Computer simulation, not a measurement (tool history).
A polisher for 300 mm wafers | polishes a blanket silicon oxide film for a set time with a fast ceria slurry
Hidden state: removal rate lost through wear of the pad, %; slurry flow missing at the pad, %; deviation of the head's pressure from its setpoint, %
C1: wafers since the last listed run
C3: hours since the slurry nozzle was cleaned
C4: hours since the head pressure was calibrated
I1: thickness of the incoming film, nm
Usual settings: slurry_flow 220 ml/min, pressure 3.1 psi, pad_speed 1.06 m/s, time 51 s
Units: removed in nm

Run 1, hour 0.0: usual settings but slurry_flow 245 ml/min; C1 0; wafers polished on this pad 7540; C3 282.8; C4 870.2; I1 2637.0. Result: removed 1091.5 nm.
At hour 70.8: worn pad replaced by a new one.
Run 2, hour 106.9: usual settings but pressure 2.5 psi; C1 1051; wafers polished on this pad 368; C3 389.7; C4 977.1; I1 2626.2. Result: removed 858.7 nm.
At hour 178.3: head pressure recalibrated.
Run 3, hour 200.6: usual settings but pressure 2.5 psi; C1 936; wafers polished on this pad 1305; C3 483.4; C4 22.3; I1 2664.2. Result: removed 817.3 nm.
Run 4, hour 371.2: usual settings; C1 1742; wafers polished on this pad 3047; C3 654.0; C4 192.9; I1 2655.0. Result: removed 1023.5 nm.
At hour 414.4: slurry nozzle cleaned.
Run 5, hour 414.9: usual settings; C1 436; wafers polished on this pad 3484; C3 0.5; C4 236.6; I1 2590.4. Result: removed 1083.4 nm.
Run 6, hour 487.3: usual settings; C1 739; wafers polished on this pad 4223; C3 72.9; C4 309.0; I1 2646.2. Result: removed 1095.0 nm.
Run 7, hour 545.3: usual settings; C1 592; wafers polished on this pad 4816; C3 130.9; C4 367.0; I1 2599.3. Result: removed 1079.3 nm.
Run 8, hour 653.1: usual settings; C1 1101; wafers polished on this pad 5917; C3 238.7; C4 474.8; I1 2590.4. Result: removed 1089.9 nm.
Run 9, hour 749.6: usual settings; C1 985; wafers polished on this pad 6903; C3 335.2; C4 571.3; I1 2611.5. Result: removed 1074.6 nm.
Run 10, hour 808.5: usual settings; C1 601; wafers polished on this pad 7505; C3 394.1; C4 630.2; I1 2631.1. Result: removed 1093.6 nm.
Run 11, hour 856.3: usual settings; C1 488; wafers polished on this pad 7993; C3 441.9; C4 678.0; I1 2631.0. Result: removed 1082.2 nm.
At hour 883.7: worn pad replaced by a new one.
At hour 1146.3: head pressure recalibrated.
Run 12, hour 1173.5: usual settings but time 57 s; C1 3179; wafers polished on this pad 2940; C3 759.1; C4 27.2; I1 2618.2. Result: removed 1124.2 nm.
At hour 1218.5: slurry nozzle cleaned.
Run 13, hour 1228.9: usual settings but pressure 2.4 psi; C1 555; wafers polished on this pad 3496; C3 10.4; C4 82.6; I1 2634.9. Result: removed 823.2 nm.
Run 14, hour 1266.4: usual settings but pad_speed 1.20 m/s; C1 383; wafers polished on this pad 3879; C3 47.9; C4 120.1; I1 2572.5. Result: removed 1200.1 nm.
Run 15, hour 1323.2: usual settings but pad_speed 0.78 m/s; C1 580; wafers polished on this pad 4459; C3 104.7; C4 176.9; I1 2606.5. Result: removed 780.5 nm.
Run 16, hour 1380.1: usual settings but slurry_flow 245 ml/min, time 60 s; C1 581; wafers polished on this pad 5040; C3 161.6; C4 233.8; I1 2642.7. Result: removed 1281.7 nm.
Run 17, hour 1484.1: usual settings but slurry_flow 255 ml/min, pressure 3.6 psi; C1 1062; wafers polished on this pad 6103; C3 265.6; C4 337.8; I1 2565.2. Result: removed 1270.4 nm.
Run 18, hour 1588.1: usual settings but slurry_flow 255 ml/min, pressure 2.7 psi, pad_speed 0.74 m/s, time 57 s; C1 1062; wafers polished on this pad 7165; C3 369.6; C4 441.8; I1 2589.1. Result: removed 752.9 nm.
Run 19, hour 1680.5: usual settings but slurry_flow 155 ml/min, pad_speed 1.42 m/s, time 41 s; C1 943; wafers polished on this pad 8109; C3 462.0; C4 534.2; I1 2588.9. Result: removed 1074.8 nm.
Run 20, hour 1717.1: usual settings; C1 373; wafers polished on this pad 8483; C3 498.6; C4 570.8; I1 2639.3. Result: removed 1077.3 nm.
At hour 1734.9: worn pad replaced by a new one.
Run 21, hour 1820.4: usual settings but pad_speed 0.84 m/s; C1 1014; wafers polished on this pad 873; C3 601.9; C4 674.1; I1 2584.0. Result: removed 838.5 nm.

Run 22 comes next. What will it give?
Run 22, hour 1872.0: usual settings but time 61 s; C1 527; wafers polished on this pad 1400; C3 653.5; C4 725.7; I1 2615.3. Result: removed ?.

{"run 22": {"removed": 1267.7}}
Without the tool's hidden state the same run would have given removed 1228.2 nm.

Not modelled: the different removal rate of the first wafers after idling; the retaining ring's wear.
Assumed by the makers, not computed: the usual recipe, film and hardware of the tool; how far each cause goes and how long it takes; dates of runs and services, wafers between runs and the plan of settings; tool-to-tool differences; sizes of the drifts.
